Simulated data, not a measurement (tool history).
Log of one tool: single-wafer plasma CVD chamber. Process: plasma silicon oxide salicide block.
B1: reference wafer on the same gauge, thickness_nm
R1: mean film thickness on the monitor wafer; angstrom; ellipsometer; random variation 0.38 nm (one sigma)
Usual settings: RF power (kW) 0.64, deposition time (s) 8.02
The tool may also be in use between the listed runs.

Run 1, hour 0: usual settings but RF power (kW) 0.545; B1 70.162. Result: R1 776.72 angstrom.
Run 2, hour 46.5: usual settings but RF power (kW) 0.545; B1 70.069. Result: R1 770.73 angstrom.
Run 3, hour 117.4: usual settings; B1 70.212. Result: R1 809.08 angstrom.
Run 4, hour 156: usual settings; B1 70.285. Result: R1 818.36 angstrom.
Run 5, hour 228.5: usual settings; B1 70.138. Result: R1 814.4 angstrom.
Run 6, hour 269.9: usual settings but RF power (kW) 0.585; B1 70.165. Result: R1 790.54 angstrom.
Run 7, hour 346.1: usual settings but RF power (kW) 0.585; B1 70.281. Result: R1 786.13 angstrom.
Run 8, hour 428.3: usual settings but RF power (kW) 0.585; B1 70.268. Result: R1 789.34 angstrom.
Run 9, hour 509.5: usual settings; B1 70.218. Result: R1 808.97 angstrom.
Run 10, hour 590.1: usual settings; B1 70.228. Result: R1 814.59 angstrom.
Run 11, hour 747.2: usual settings; B1 70.272. Result: R1 813.5 angstrom.
Run 12, hour 783.6: usual settings but deposition time (s) 6.93; B1 70.169. Result: R1 694.74 angstrom.
Run 13, hour 822.7: usual settings but deposition time (s) 6.93; B1 70.28. Result: R1 697.73 angstrom.
Run 14, hour 917.5: usual settings; B1 70.202. Result: R1 796.58 angstrom.
Run 15, hour 1010.9: usual settings; B1 70.148. Result: R1 799.14 angstrom.
Run 16, hour 1066.1: usual settings but RF power (kW) 0.55; B1 70.282. Result: R1 759.27 angstrom.
Run 17, hour 1144.8: usual settings but RF power (kW) 0.55; B1 70.241. Result: R1 755.25 angstrom.
Run 18, hour 1238.8: usual settings; B1 70.264. Result: R1 799.49 angstrom.
At hour 1290: RF generator calibrated.
Run 19, hour 1343.5: usual settings; B1 70.344. Result: R1 824.3 angstrom.
Run 20, hour 1399.8: usual settings but RF power (kW) 0.57, deposition time (s) 6.84; B1 70.196. Result: R1 670.21 angstrom.
Run 21, hour 1484.8: usual settings; B1 70.105. Result: R1 816.87 angstrom.
Run 22, hour 1588.5: usual settings but RF power (kW) 0.605, deposition time (s) 7.53; B1 70.062. Result: R1 755.84 angstrom.
Run 23, hour 1659.1: usual settings but RF power (kW) 0.515, deposition time (s) 7.17; B1 70.277. Result: R1 682.54 angstrom.
At hour 1963.6: gauge calibrated.
Run 24, hour 1978.9: usual settings but RF power (kW) 0.72, deposition time (s) 7.32; B1 70.189. Result: R1 764.91 angstrom.
Run 25, hour 2075.6: usual settings but RF power (kW) 0.75, deposition time (s) 8.69; B1 70.157. Result: R1 925.13 angstrom.
Run 26, hour 2162.6: usual settings; B1 70.146. Result: R1 813.04 angstrom.
At hour 2181: showerhead replaced.
Run 27, hour 2259.4: usual settings; B1 70.167. Result: R1 802.71 angstrom.
Run 28, hour 2339.1: usual settings; B1 70.134. Result: R1 807.53 angstrom.
Run 29, hour 2539: usual settings but RF power (kW) 0.71; B1 70.122. Result: R1 836.06 angstrom.
Run 30, hour 2625.6: usual settings but deposition time (s) 9.62; B1 70.185. Result: R1 965.04 angstrom.
Run 31, hour 2678.2: usual settings but RF power (kW) 0.705, deposition time (s) 7.28; B1 70.109. Result: R1 750.53 angstrom.
Run 32, hour 2720.4: usual settings but RF power (kW) 0.565, deposition time (s) 6.73; B1 70.172. Result: R1 643.63 angstrom.
Run 33, hour 2798.4: usual settings but RF power (kW) 0.565, deposition time (s) 8.99; B1 70.316. Result: R1 859.89 angstrom.
Run 34, hour 2877.7: usual settings but RF power (kW) 0.7, deposition time (s) 7.58; B1 70.181. Result: R1 782.84 angstrom.
Run 35, hour 2946.1: usual settings but RF power (kW) 0.58; B1 70.246. Result: R1 771.77 angstrom.

Forecast each of these 5 alternatives for the next run:
Run A, hour 2946.5: usual settings but deposition time (s) 7.07; B1 ?. Result: R1 ?.
Run B, hour 2946.5: usual settings but deposition time (s) 7.19; B1 ?. Result: R1 ?.
Run C, hour 2946.5: usual settings but RF power (kW) 0.52, deposition time (s) 9.25; B1 ?. Result: R1 ?.
Run D, hour 2946.5: usual settings but RF power (kW) 0.52, deposition time (s) 6.67; B1 ?. Result: R1 ?.
Run E, hour 2946.5: usual settings but RF power (kW) 0.595, deposition time (s) 9.51; B1 ?. Result: R1 ?.

run      B1      R1
  A  70.083  700.53
  B  70.083  712.42
  C  70.083  853.68
  D  70.083  615.57
  E  70.083  919.29
Without the tool's hidden state the same runs would have given:
run      R1
  A  721.22
  B  733.46
  C  878.89
  D  633.75
  E  946.44

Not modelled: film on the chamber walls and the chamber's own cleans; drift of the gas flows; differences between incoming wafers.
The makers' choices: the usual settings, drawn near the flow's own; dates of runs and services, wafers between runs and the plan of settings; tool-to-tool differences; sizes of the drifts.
